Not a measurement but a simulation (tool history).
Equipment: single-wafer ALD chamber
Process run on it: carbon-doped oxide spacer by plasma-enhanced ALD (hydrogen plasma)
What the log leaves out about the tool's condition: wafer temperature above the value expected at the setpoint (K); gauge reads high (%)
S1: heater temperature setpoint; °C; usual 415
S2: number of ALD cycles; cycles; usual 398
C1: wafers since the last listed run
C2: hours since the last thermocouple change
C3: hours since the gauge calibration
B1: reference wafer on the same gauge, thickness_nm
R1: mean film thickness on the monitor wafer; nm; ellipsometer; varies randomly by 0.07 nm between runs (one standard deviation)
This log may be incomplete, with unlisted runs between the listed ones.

run,day,S1,S2,C1,C2,C3,B1,R1
1,0,415,398,0,1119.3,396.1,16.202,19.633
2,3.717,415,398,89,1208.5,485.3,16.211,19.617
3,6.329,415,398,62,1271.2,548,16.193,19.608
4,8.95,415,398,62,1334.1,610.9,16.215,19.597
5,12.504,415,398,85,1419.4,696.2,16.191,19.497
6,16.483,415,398,95,1514.9,791.7,16.202,19.551
7,19.758,415,398,78,1593.5,870.3,16.203,19.533
8,21.858,415,444,50,1643.9,920.7,16.214,21.882
9,23.483,415,444,39,1682.9,959.7,16.202,21.703
10,25.375,415,398,45,1728.3,1005.1,16.201,19.594
# day 27.371: gauge calibrated
11,27.833,422,356,59,1787.3,11.1,16.206,17.094
12,32.046,427,398,101,1888.4,112.2,16.199,18.795
13,34.225,428,473,52,1940.7,164.5,16.199,22.332
14,36.758,415,398,60,2001.5,225.3,16.196,19.574
15,40.825,422,370,97,2099.1,322.9,16.193,17.867
# day 43.142: thermocouple changed; heater temperature recalibrated
16,45.096,402,336,94,46.9,425.4,16.2,17.152
17,49.171,415,398,97,144.7,523.2,16.195,19.549
18,53.342,408,398,100,244.8,623.3,16.205,19.918
19,55.433,415,398,50,295,673.5,16.197,19.551
20,59.221,426,336,90,385.9,764.4,16.211,15.981
21,60.946,404,398,41,427.3,805.8,16.198,20.26

Take each entry between the runs: how does the hidden state at the last listed run before it differ from the hidden state at the first listed run after it?
After run 10, before run 11: gauge calibrated (day 27.371)
  no hidden state differs between the two runs
After run 15, before run 16: thermocouple changed; heater temperature recalibrated (day 43.142)
  no hidden state differs between the two runs
